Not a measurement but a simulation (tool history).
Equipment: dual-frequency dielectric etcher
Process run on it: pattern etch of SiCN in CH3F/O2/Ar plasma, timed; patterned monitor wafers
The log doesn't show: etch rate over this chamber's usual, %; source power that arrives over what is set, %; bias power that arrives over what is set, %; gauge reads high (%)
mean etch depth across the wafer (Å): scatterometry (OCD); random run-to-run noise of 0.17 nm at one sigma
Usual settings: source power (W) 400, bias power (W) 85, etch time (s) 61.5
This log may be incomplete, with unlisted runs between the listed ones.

run	hour	source power (W)	bias power (W)	etch time (s)	wafers since the last listed run	hours since the last wet clean	hours since the last source power generator calibration	hours since the last bias power generator calibration	hours since the last upper electrode change	hours since the gauge calibration	read-back reference wafer on the same gauge, depth_nm	mean etch depth across the wafer (Å)
1	0.0	360	85	61.5	0	30.0	3023.7	3497.3	2137.4	1380.6	26.98	252.3
2	42.6	400	77	61.5	527	72.6	3066.3	3539.9	2180.0	1423.2	26.97	250.2
3	139.5	400	85	54.5	1199	169.5	3163.2	3636.8	2276.9	1520.1	26.98	224.6
4	213.5	400	85	54.5	915	243.5	3237.2	3710.8	2350.9	1594.1	26.99	224.7
# hour 247.8: source power generator calibrated
5	261.9	400	85	54.5	549	291.9	14.1	3759.2	2399.3	1642.5	27.06	223.7
6	321.4	400	94	61.5	736	351.4	73.6	3818.7	2458.8	1702.0	27.00	259.9
7	357.9	400	94	61.5	451	387.9	110.1	3855.2	2495.3	1738.5	26.96	257.8
# hour 398.8: wet clean of the chamber
8	416.9	400	85	61.5	433	18.1	169.1	3914.2	2554.3	1797.5	27.02	264.6
9	510.9	400	85	61.5	1163	112.1	263.1	4008.2	2648.3	1891.5	27.04	260.0
10	554.8	400	85	61.5	543	156.0	307.0	4052.1	2692.2	1935.4	27.04	258.0
11	601.1	400	85	61.5	573	202.3	353.3	4098.4	2738.5	1981.7	27.03	257.9
12	639.7	400	85	61.5	477	240.9	391.9	4137.0	2777.1	2020.3	26.98	257.3
13	729.6	440	71	47.5	1112	330.8	481.8	4226.9	2867.0	2110.2	27.06	189.7
# hour 785.8: upper electrode replaced
14	791.1	400	85	61.5	464	392.3	543.3	4288.4	5.3	2171.7	27.02	254.2
15	833.4	400	69	61.5	523	434.6	585.6	4330.7	47.6	2214.0	27.01	233.6
# hour 871.0: bias power generator calibrated
# hour 888.8: wet clean of the chamber
16	941.0	370	95	61.5	1062	52.2	693.2	70.0	155.2	2321.6	27.04	267.3
# hour 981.5: gauge calibrated
17	1019.4	430	98	67.5	970	130.6	771.6	148.4	233.6	37.9	26.97	308.6
18	1101.2	490	97	61.5	1012	212.4	853.4	230.2	315.4	119.7	26.98	289.1
19	1179.8	400	93	61.5	972	291.0	932.0	308.8	394.0	198.3	26.99	264.2
20	1241.7	400	85	61.5	766	352.9	993.9	370.7	455.9	260.2	27.04	257.2
21	1337.9	400	93	61.5	1190	449.1	1090.1	466.9	552.1	356.4	27.01	264.3
# hour 1400.9: wet clean of the chamber
22	1405.3	490	68	61.5	537	4.4	1157.5	534.3	619.5	423.8	27.00	263.0
23	1467.8	310	100	71.0	773	66.9	1220.0	596.8	682.0	486.3	26.99	288.8
24	1516.1	400	85	61.5	597	115.2	1268.3	645.1	730.3	534.6	26.92	258.7
25	1564.5	480	85	68.5	599	163.6	1316.7	693.5	778.7	583.0	27.03	305.4
26	1636.8	360	85	61.5	894	235.9	1389.0	765.8	851.0	655.3	27.02	247.5
27	1738.4	370	104	68.0	1257	337.5	1490.6	867.4	952.6	756.9	27.01	294.5
28	1785.5	370	85	53.5	582	384.6	1537.7	914.5	999.7	804.0	27.02	212.8
29	1838.3	310	68	68.0	653	437.4	1590.5	967.3	1052.5	856.8	27.05	236.2
# hour 1917.9: wet clean of the chamber
30	1918.4	440	85	56.0	694	0.5	1670.6	1047.4	1132.6	936.9	27.04	245.7

Selected run-to-run steps in mean etch depth across the wafer (Å), each split into two signed amounts: the part the tool would show with no hidden state at all (from settings, incoming material and random variation), and the remainder, which goes to the hidden state together with any gauge scatter not common to the measured and the hidden-state-free results:
Run 7 -> 8: bias power (W) 94 -> 85, wet clean of the chamber. mean etch depth across the wafer (Å) +6.8: hidden state +14.0, all else -7.2.
Run 12 -> 13: source power (W) 400 -> 440, bias power (W) 85 -> 71, etch time (s) 61.5 -> 47.5. mean etch depth across the wafer (Å) -67.6: hidden state -0.3, all else -67.3.
Run 13 -> 14: source power (W) 440 -> 400, bias power (W) 71 -> 85, etch time (s) 47.5 -> 61.5, upper electrode replaced. mean etch depth across the wafer (Å) +64.5: hidden state -4.1, all else +68.6.
Run 15 -> 16: source power (W) 400 -> 370, bias power (W) 69 -> 95, bias power generator calibrated, wet clean of the chamber. mean etch depth across the wafer (Å) +33.7: hidden state +11.9, all else +21.8.
Run 27 -> 28: bias power (W) 104 -> 85, etch time (s) 68.0 -> 53.5. mean etch depth across the wafer (Å) -81.7: hidden state +2.0, all else -83.7.
Run 29 -> 30: source power (W) 310 -> 440, bias power (W) 68 -> 85, etch time (s) 68.0 -> 56.0, wet clean of the chamber. mean etch depth across the wafer (Å) +9.5: hidden state +11.1, all else -1.6.
